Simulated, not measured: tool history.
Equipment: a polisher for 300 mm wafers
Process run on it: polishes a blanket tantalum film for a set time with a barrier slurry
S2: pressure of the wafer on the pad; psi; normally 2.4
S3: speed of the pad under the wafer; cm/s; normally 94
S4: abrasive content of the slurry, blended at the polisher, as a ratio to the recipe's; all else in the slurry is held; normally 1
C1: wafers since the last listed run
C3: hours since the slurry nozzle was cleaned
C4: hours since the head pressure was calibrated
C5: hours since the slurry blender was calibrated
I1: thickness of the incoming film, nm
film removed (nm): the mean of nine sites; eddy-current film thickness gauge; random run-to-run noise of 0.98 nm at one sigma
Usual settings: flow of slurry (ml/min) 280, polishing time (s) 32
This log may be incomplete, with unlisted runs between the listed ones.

run 1 hour=0 | flow_of_slurry_(ml/min)=280 S2=2.4 S3=94 S4=1 polishing_time_(s)=32 | C1=0 wafers_polished_on_this_pad=2565 C3=450.2 C4=545.8 C5=148.7 | I1=198.8 | film_removed_(nm)=71.6
run 2 hour=58.6 | flow_of_slurry_(ml/min)=280 S2=2.4 S3=94 S4=1 polishing_time_(s)=32 | C1=563 wafers_polished_on_this_pad=3129 C3=508.8 C4=604.4 C5=207.3 | I1=200.2 | film_removed_(nm)=68.9
run 3 hour=120.3 | flow_of_slurry_(ml/min)=280 S2=1.8 S3=94 S4=1 polishing_time_(s)=32 | C1=593 wafers_polished_on_this_pad=3722 C3=570.5 C4=666.1 C5=269 | I1=200.3 | film_removed_(nm)=52.2
run 4 hour=210.1 | flow_of_slurry_(ml/min)=280 S2=1.8 S3=94 S4=1 polishing_time_(s)=32 | C1=863 wafers_polished_on_this_pad=4585 C3=660.3 C4=755.9 C5=358.8 | I1=198.7 | film_removed_(nm)=50.9
-- hour=262.8 head pressure recalibrated
-- hour=340.1 slurry nozzle cleaned
run 5 hour=392.2 | flow_of_slurry_(ml/min)=280 S2=1.8 S3=94 S4=1 polishing_time_(s)=32 | C1=1722 wafers_polished_on_this_pad=6308 C3=52.1 C4=129.4 C5=540.9 | I1=198.4 | film_removed_(nm)=55.7
run 6 hour=459.5 | flow_of_slurry_(ml/min)=280 S2=2.4 S3=94 S4=1 polishing_time_(s)=32 | C1=647 wafers_polished_on_this_pad=6955 C3=119.4 C4=196.7 C5=608.2 | I1=202.7 | film_removed_(nm)=73
-- hour=495.1 slurry blender recalibrated
-- hour=562.7 worn pad replaced by a new one
run 7 hour=771.9 | flow_of_slurry_(ml/min)=280 S2=2.4 S3=94 S4=1 polishing_time_(s)=32 | C1=2946 wafers_polished_on_this_pad=2011 C3=431.8 C4=509.1 C5=276.8 | I1=198 | film_removed_(nm)=71.5
run 8 hour=877.7 | flow_of_slurry_(ml/min)=280 S2=2.4 S3=94 S4=1 polishing_time_(s)=32 | C1=1017 wafers_polished_on_this_pad=3028 C3=537.6 C4=614.9 C5=382.6 | I1=201.1 | film_removed_(nm)=69.2
run 9 hour=963.3 | flow_of_slurry_(ml/min)=280 S2=2.4 S3=94 S4=1 polishing_time_(s)=32 | C1=823 wafers_polished_on_this_pad=3851 C3=623.2 C4=700.5 C5=468.2 | I1=199.8 | film_removed_(nm)=69.4
-- hour=991 slurry nozzle cleaned
-- hour=1030.9 head pressure recalibrated
run 10 hour=1059.7 | flow_of_slurry_(ml/min)=280 S2=2.4 S3=94 S4=1 polishing_time_(s)=32 | C1=898 wafers_polished_on_this_pad=4749 C3=68.7 C4=28.8 C5=564.6 | I1=199.8 | film_removed_(nm)=73.7
run 11 hour=1099.8 | flow_of_slurry_(ml/min)=280 S2=1.8 S3=94 S4=1 polishing_time_(s)=32 | C1=385 wafers_polished_on_this_pad=5135 C3=108.8 C4=68.9 C5=604.7 | I1=196.7 | film_removed_(nm)=56.3
run 12 hour=1137.7 | flow_of_slurry_(ml/min)=280 S2=2.4 S3=94 S4=1 polishing_time_(s)=32 | C1=364 wafers_polished_on_this_pad=5499 C3=146.7 C4=106.8 C5=642.6 | I1=202.7 | film_removed_(nm)=74.2
-- hour=1227.3 worn pad replaced by a new one
run 13 hour=1231.1 | flow_of_slurry_(ml/min)=280 S2=2.4 S3=94 S4=1 polishing_time_(s)=37 | C1=859 wafers_polished_on_this_pad=36 C3=240.1 C4=200.2 C5=736 | I1=198.1 | film_removed_(nm)=87
-- hour=1245.6 slurry blender recalibrated
run 14 hour=1283.1 | flow_of_slurry_(ml/min)=280 S2=2.4 S3=118 S4=1 polishing_time_(s)=32 | C1=480 wafers_polished_on_this_pad=517 C3=292.1 C4=252.2 C5=37.5 | I1=200.1 | film_removed_(nm)=94.2
run 15 hour=1335.3 | flow_of_slurry_(ml/min)=370 S2=2.4 S3=104 S4=0.75 polishing_time_(s)=39 | C1=501 wafers_polished_on_this_pad=1019 C3=344.3 C4=304.4 C5=89.7 | I1=199 | film_removed_(nm)=89.4
run 16 hour=1412.2 | flow_of_slurry_(ml/min)=280 S2=2.4 S3=94 S4=1 polishing_time_(s)=32 | C1=739 wafers_polished_on_this_pad=1758 C3=421.2 C4=381.3 C5=166.6 | I1=202.5 | film_removed_(nm)=73.6
run 17 hour=1459.1 | flow_of_slurry_(ml/min)=280 S2=2.7 S3=68 S4=1 polishing_time_(s)=32 | C1=450 wafers_polished_on_this_pad=2209 C3=468.1 C4=428.2 C5=213.5 | I1=201.4 | film_removed_(nm)=59.5
run 18 hour=1574 | flow_of_slurry_(ml/min)=280 S2=2.4 S3=120 S4=1 polishing_time_(s)=21 | C1=1104 wafers_polished_on_this_pad=3314 C3=583 C4=543.1 C5=328.4 | I1=200.7 | film_removed_(nm)=59.2
run 19 hour=1610.8 | flow_of_slurry_(ml/min)=280 S2=2.9 S3=94 S4=0.85 polishing_time_(s)=32 | C1=353 wafers_polished_on_this_pad=3668 C3=619.8 C4=579.9 C5=365.2 | I1=200.9 | film_removed_(nm)=78.5
run 20 hour=1677.5 | flow_of_slurry_(ml/min)=280 S2=3.1 S3=68 S4=1 polishing_time_(s)=23 | C1=641 wafers_polished_on_this_pad=4309 C3=686.5 C4=646.6 C5=431.9 | I1=199 | film_removed_(nm)=47.5
-- hour=1679.7 head pressure recalibrated
run 21 hour=1726 | flow_of_slurry_(ml/min)=280 S2=2.4 S3=120 S4=1 polishing_time_(s)=21 | C1=447 wafers_polished_on_this_pad=4756 C3=735 C4=46.3 C5=480.4 | I1=200.1 | film_removed_(nm)=63.3
-- hour=1763.2 slurry nozzle cleaned
-- hour=1854.6 worn pad replaced by a new one
-- hour=1910.1 slurry blender recalibrated
run 22 hour=2033.6 | flow_of_slurry_(ml/min)=280 S2=2.4 S3=94 S4=1 polishing_time_(s)=32 | C1=2890 wafers_polished_on_this_pad=1701 C3=270.4 C4=353.9 C5=123.5 | I1=200.3 | film_removed_(nm)=74.3
run 23 hour=2140.5 | flow_of_slurry_(ml/min)=280 S2=2.4 S3=72 S4=1.1 polishing_time_(s)=32 | C1=1027 wafers_polished_on_this_pad=2729 C3=377.3 C4=460.8 C5=230.4 | I1=199.8 | film_removed_(nm)=57.2
run 24 hour=2206.2 | flow_of_slurry_(ml/min)=220 S2=3 S3=106 S4=0.75 polishing_time_(s)=32 | C1=631 wafers_polished_on_this_pad=3361 C3=443 C4=526.5 C5=296.1 | I1=199.4 | film_removed_(nm)=85.9
run 25 hour=2299.5 | flow_of_slurry_(ml/min)=365 S2=2.4 S3=94 S4=1 polishing_time_(s)=26 | C1=897 wafers_polished_on_this_pad=4258 C3=536.3 C4=619.8 C5=389.4 | I1=199.2 | film_removed_(nm)=58.6
run 26 hour=2359.1 | flow_of_slurry_(ml/min)=280 S2=2 S3=94 S4=1 polishing_time_(s)=29 | C1=573 wafers_polished_on_this_pad=4831 C3=595.9 C4=679.4 C5=449 | I1=196.4 | film_removed_(nm)=53.2
-- hour=2408.5 head pressure recalibrated
run 27 hour=2431 | flow_of_slurry_(ml/min)=345 S2=2.1 S3=94 S4=1.1 polishing_time_(s)=32 | C1=672 wafers_polished_on_this_pad=5504 C3=667.8 C4=22.5 C5=520.9 | I1=202.8 | film_removed_(nm)=70
-- hour=2465.9 slurry nozzle cleaned
run 28 hour=2537.4 | flow_of_slurry_(ml/min)=280 S2=2.4 S3=94 S4=1 polishing_time_(s)=32 | C1=1013 wafers_polished_on_this_pad=6517 C3=71.5 C4=128.9 C5=627.3 | I1=201.3 | film_removed_(nm)=73.2
-- hour=2592.5 worn pad replaced by a new one
run 29 hour=2614.5 | flow_of_slurry_(ml/min)=280 S2=2.4 S3=94 S4=0.75 polishing_time_(s)=32 | C1=702 wafers_polished_on_this_pad=211 C3=148.6 C4=206 C5=704.4 | I1=200.2 | film_removed_(nm)=64.6
-- hour=2655.2 slurry blender recalibrated
run 30 hour=2669.3 | flow_of_slurry_(ml/min)=280 S2=2.4 S3=120 S4=1 polishing_time_(s)=24 | C1=507 wafers_polished_on_this_pad=719 C3=203.4 C4=260.8 C5=14.1 | I1=202.5 | film_removed_(nm)=71.3

What the log doesn't show, run by run:
removal rate lost through wear of the pad, %: 0 across all the runs
slurry flow missing at the pad, %: 0 across all the runs
abrasive missing from the slurry, %: 0 across all the runs
H1: deviation of the head's pressure from its setpoint, %
run=1 H1=-5.04
run=2 H1=-6.01
run=3 H1=-7.13
run=4 H1=-8.96
run=5 H1=-0.88
run=6 H1=-1.19
run=7 H1=-4.35
run=8 H1=-6.06
run=9 H1=-7.67
run=10 H1=0.626
run=11 H1=0.57
run=12 H1=0.474
run=13 H1=0.0634
run=14 H1=-0.274
run=15 H1=-0.69
run=16 H1=-1.45
run=17 H1=-1.99
run=18 H1=-3.59
run=19 H1=-4.18
run=20 H1=-5.35
run=21 H1=0.827
run=22 H1=-0.937
run=23 H1=-2.18
run=24 H1=-3.11
run=25 H1=-4.65
run=26 H1=-5.76
run=27 H1=0.515
run=28 H1=0.284
run=29 H1=-0.0862
run=30 H1=-0.453
